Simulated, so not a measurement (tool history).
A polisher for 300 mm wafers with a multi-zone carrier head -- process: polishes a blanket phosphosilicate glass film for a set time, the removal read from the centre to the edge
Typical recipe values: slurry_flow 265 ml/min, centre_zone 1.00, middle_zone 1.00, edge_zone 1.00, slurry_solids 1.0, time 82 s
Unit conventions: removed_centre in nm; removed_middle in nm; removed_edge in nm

run	hour	slurry_flow	centre_zone	middle_zone	edge_zone	slurry_solids	time	wafers since the last listed run	wafers polished on this pad	hours since the slurry nozzle was cleaned	hours since the centre zone pressure was calibrated	hours since the edge zone pressure was calibrated	hours since the carrier head's membrane was replaced	incoming thickness of the incoming film, nm	removed_centre	removed_middle	removed_edge
1	0.0	335	1.00	1.00	1.00	1.0	102	0	297	298.1	1080.3	272.2	611.0	2655.7	872.6	859.9	869.1
2	80.3	210	0.90	0.95	1.09	1.0	82	530	828	378.4	1160.6	352.5	691.3	2659.0	582.2	602.7	678.9
# hour 96.5: centre zone pressure recalibrated
3	139.9	240	1.00	1.04	1.04	1.0	82	380	1208	438.0	43.4	412.1	750.9	2619.7	664.6	666.5	672.9
4	211.4	265	0.91	1.00	0.96	1.0	56	472	1681	509.5	114.9	483.6	822.4	2596.0	407.0	443.7	443.3
5	291.2	265	1.00	0.94	1.00	1.0	82	527	2208	589.3	194.7	563.4	902.2	2626.8	660.5	613.6	654.6
6	328.2	265	1.00	1.00	1.00	1.0	101	244	2452	626.3	231.7	600.4	939.2	2657.3	797.6	769.8	798.0
# hour 379.2: slurry nozzle cleaned
7	405.3	185	1.00	1.00	1.00	1.0	82	502	2955	26.1	308.8	677.5	1016.3	2636.4	609.8	604.3	611.3
8	501.3	265	1.00	1.00	1.00	1.0	82	634	3589	122.1	404.8	773.5	1112.3	2609.1	638.6	624.3	631.8
9	570.8	265	1.00	1.03	1.00	1.0	105	459	4048	191.6	474.3	843.0	1181.8	2635.5	794.8	795.2	786.3
# hour 580.8: worn pad replaced by a new one
# hour 602.2: edge zone pressure recalibrated
10	678.4	265	1.00	1.00	1.00	1.0	82	671	631	299.2	581.9	76.2	1289.4	2658.4	676.6	672.7	689.5
11	726.8	265	1.00	1.00	1.00	1.0	82	319	951	347.6	630.3	124.6	1337.8	2555.6	662.6	671.5	678.9
12	764.7	265	1.00	1.04	1.00	1.1	82	250	1201	385.5	668.2	162.5	1375.7	2592.0	716.9	729.1	711.6
# hour 790.9: carrier head's membrane replaced by a new one
13	860.5	265	1.00	1.00	1.00	1.0	111	599	1801	481.3	764.0	258.3	69.6	2659.9	895.9	883.3	886.2
14	933.1	340	1.00	1.00	1.00	1.0	82	479	2281	553.9	836.6	330.9	142.2	2667.6	677.9	664.1	661.8
15	1025.3	265	1.00	1.00	1.00	1.0	82	609	2890	646.1	928.8	423.1	234.4	2655.8	638.7	617.6	640.4
# hour 1044.0: slurry nozzle cleaned
16	1104.7	330	1.05	1.11	1.00	0.8	82	517	3408	60.7	1008.2	502.5	313.8	2630.2	560.7	563.3	527.7
17	1169.9	345	0.96	1.00	1.00	1.1	66	430	3839	125.9	1073.4	567.7	379.0	2640.3	528.1	538.5	546.0
# hour 1216.3: worn pad replaced by a new one
18	1276.5	265	0.88	0.93	0.91	0.8	82	677	397	232.5	1180.0	674.3	485.6	2610.0	482.8	512.8	520.8
# hour 1367.3: centre zone pressure recalibrated
19	1372.2	265	1.00	1.00	1.00	1.0	82	619	1016	328.2	4.9	770.0	581.3	2556.1	665.6	666.7	678.4
20	1431.1	265	1.00	1.00	1.00	1.0	82	389	1405	387.1	63.8	828.9	640.2	2594.3	656.6	660.6	658.5
21	1501.5	170	0.96	0.90	1.00	1.0	82	465	1871	457.5	134.2	899.3	710.6	2608.9	580.2	555.0	619.1

Here are 4 independent what-if runs from the current tool condition. What would each one return?
A	1501.9	265	1.00	1.00	1.00	1.0	82	2	1873	457.9	134.6	899.7	711.0	2669.4	?	?	?
B	1501.9	265	0.91	1.00	1.12	0.8	82	2	1873	457.9	134.6	899.7	711.0	2669.4	?	?	?
C	1501.9	265	1.04	1.00	1.00	1.0	82	2	1873	457.9	134.6	899.7	711.0	2669.4	?	?	?
D	1501.9	265	0.92	1.00	1.06	1.0	82	2	1873	457.9	134.6	899.7	711.0	2669.4	?	?	?

run	removed_centre	removed_middle	removed_edge
A	658.1	648.3	656.8
B	484.8	525.5	563.0
C	684.6	648.2	656.8
D	605.0	648.5	675.8
The same runs, with their run-to-run variation unchanged, on a tool lacking any hidden condition would have given:
run	removed_centre	removed_middle	removed_edge
A	693.6	683.4	692.3
B	511.0	553.9	593.4
C	721.6	683.2	692.3
D	637.7	683.6	712.3

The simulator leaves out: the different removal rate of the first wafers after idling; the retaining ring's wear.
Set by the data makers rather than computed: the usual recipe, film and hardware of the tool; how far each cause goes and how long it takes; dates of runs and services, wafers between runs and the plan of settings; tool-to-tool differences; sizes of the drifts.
